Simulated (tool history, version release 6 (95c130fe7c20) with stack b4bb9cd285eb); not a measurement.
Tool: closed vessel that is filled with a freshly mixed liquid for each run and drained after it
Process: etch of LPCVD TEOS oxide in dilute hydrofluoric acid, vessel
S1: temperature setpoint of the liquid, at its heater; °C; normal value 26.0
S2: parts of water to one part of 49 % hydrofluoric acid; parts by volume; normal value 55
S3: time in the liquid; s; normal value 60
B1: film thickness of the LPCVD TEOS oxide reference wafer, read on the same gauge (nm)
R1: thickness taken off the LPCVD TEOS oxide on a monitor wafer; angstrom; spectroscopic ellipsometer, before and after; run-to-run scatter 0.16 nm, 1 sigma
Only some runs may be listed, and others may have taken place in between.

{"run": 1, "hour": 0.0, "S1": 26.0, "S2": 35, "S3": 60, "B1": 40.0, "R1": 354.9}
{"run": 2, "hour": 43.8, "S1": 26.0, "S2": 35, "S3": 60, "B1": 39.99, "R1": 360.7}
{"run": 3, "hour": 90.5, "S1": 26.0, "S2": 55, "S3": 60, "B1": 40.01, "R1": 222.4}
{"run": 4, "hour": 147.7, "S1": 26.0, "S2": 55, "S3": 60, "B1": 40.0, "R1": 220.2}
{"run": 5, "hour": 215.7, "S1": 26.0, "S2": 55, "S3": 60, "B1": 40.0, "R1": 219.5}
{"run": 6, "hour": 258.5, "S1": 26.0, "S2": 55, "S3": 60, "B1": 40.02, "R1": 223.0}
{"hour": 284.6, "done": "thermometer replaced"}
{"run": 7, "hour": 295.6, "S1": 22.0, "S2": 55, "S3": 85, "B1": 39.98, "R1": 269.5}
{"run": 8, "hour": 325.5, "S1": 22.0, "S2": 55, "S3": 85, "B1": 39.99, "R1": 270.8}
{"run": 9, "hour": 385.1, "S1": 22.0, "S2": 55, "S3": 85, "B1": 40.0, "R1": 270.7}
{"hour": 434.1, "done": "hydrofluoric acid flow meter replaced"}
{"run": 10, "hour": 439.2, "S1": 26.0, "S2": 55, "S3": 60, "B1": 39.99, "R1": 212.5}
{"run": 11, "hour": 487.4, "S1": 26.0, "S2": 55, "S3": 60, "B1": 40.03, "R1": 213.3}
{"run": 12, "hour": 525.6, "S1": 26.0, "S2": 55, "S3": 60, "B1": 40.01, "R1": 211.6}
{"run": 13, "hour": 573.7, "S1": 27.5, "S2": 55, "S3": 80, "B1": 40.02, "R1": 303.1}
{"run": 14, "hour": 628.8, "S1": 27.5, "S2": 55, "S3": 80, "B1": 40.01, "R1": 302.5}
{"run": 15, "hour": 698.0, "S1": 26.0, "S2": 55, "S3": 60, "B1": 40.01, "R1": 212.9}
{"hour": 745.0, "done": "gauge calibrated"}
{"run": 16, "hour": 746.4, "S1": 22.0, "S2": 55, "S3": 60, "B1": 40.0, "R1": 181.0}
{"run": 17, "hour": 791.8, "S1": 26.0, "S2": 55, "S3": 60, "B1": 40.0, "R1": 214.4}
{"run": 18, "hour": 850.1, "S1": 26.0, "S2": 55, "S3": 60, "B1": 39.99, "R1": 214.0}
{"run": 19, "hour": 912.0, "S1": 24.5, "S2": 35, "S3": 30, "B1": 39.99, "R1": 164.0}
{"hour": 950.1, "done": "thermometer replaced"}
{"run": 20, "hour": 976.1, "S1": 30.0, "S2": 40, "S3": 95, "B1": 40.01, "R1": 561.3}
{"run": 21, "hour": 1033.8, "S1": 26.0, "S2": 55, "S3": 60, "B1": 40.01, "R1": 216.0}
{"run": 22, "hour": 1090.4, "S1": 23.5, "S2": 75, "S3": 60, "B1": 40.0, "R1": 136.8}
{"run": 23, "hour": 1154.9, "S1": 26.0, "S2": 45, "S3": 60, "B1": 39.99, "R1": 266.8}
{"run": 24, "hour": 1181.8, "S1": 26.0, "S2": 55, "S3": 60, "B1": 39.99, "R1": 215.0}
{"run": 25, "hour": 1248.7, "S1": 30.5, "S2": 55, "S3": 60, "B1": 40.03, "R1": 256.8}
{"run": 26, "hour": 1279.2, "S1": 26.0, "S2": 55, "S3": 60, "B1": 40.01, "R1": 217.1}
{"run": 27, "hour": 1334.6, "S1": 26.0, "S2": 55, "S3": 60, "B1": 40.01, "R1": 219.8}
{"run": 28, "hour": 1362.4, "S1": 26.0, "S2": 75, "S3": 30, "B1": 40.01, "R1": 77.4}
{"run": 29, "hour": 1430.8, "S1": 23.0, "S2": 55, "S3": 50, "B1": 40.0, "R1": 163.3}
{"run": 30, "hour": 1497.1, "S1": 26.0, "S2": 55, "S3": 60, "B1": 40.0, "R1": 220.8}
{"run": 31, "hour": 1568.8, "S1": 22.5, "S2": 70, "S3": 60, "B1": 40.0, "R1": 145.1}
{"run": 32, "hour": 1633.9, "S1": 30.5, "S2": 85, "S3": 60, "B1": 39.99, "R1": 163.7}
{"run": 33, "hour": 1677.2, "S1": 28.0, "S2": 40, "S3": 40, "B1": 40.01, "R1": 220.7}

4 ways to go on from here, each from the tool as it stands after run 33. What would each give?
{"run": "A", "hour": 1677.9, "S1": 26.0, "S2": 55, "S3": 60, "B1": "?", "R1": "?"}
{"run": "B", "hour": 1677.9, "S1": 30.5, "S2": 55, "S3": 80, "B1": "?", "R1": "?"}
{"run": "C", "hour": 1677.9, "S1": 24.5, "S2": 55, "S3": 60, "B1": "?", "R1": "?"}
{"run": "D", "hour": 1677.9, "S1": 29.0, "S2": 75, "S3": 60, "B1": "?", "R1": "?"}

run=A B1=40.00 R1=217.8
run=B B1=40.00 R1=347.2
run=C B1=40.00 R1=205.0
run=D B1=40.00 R1=175.0
With no hidden state in the tool, these same runs would have given:
run=A R1=210.8
run=B R1=335.9
run=C R1=198.3
run=D R1=169.2

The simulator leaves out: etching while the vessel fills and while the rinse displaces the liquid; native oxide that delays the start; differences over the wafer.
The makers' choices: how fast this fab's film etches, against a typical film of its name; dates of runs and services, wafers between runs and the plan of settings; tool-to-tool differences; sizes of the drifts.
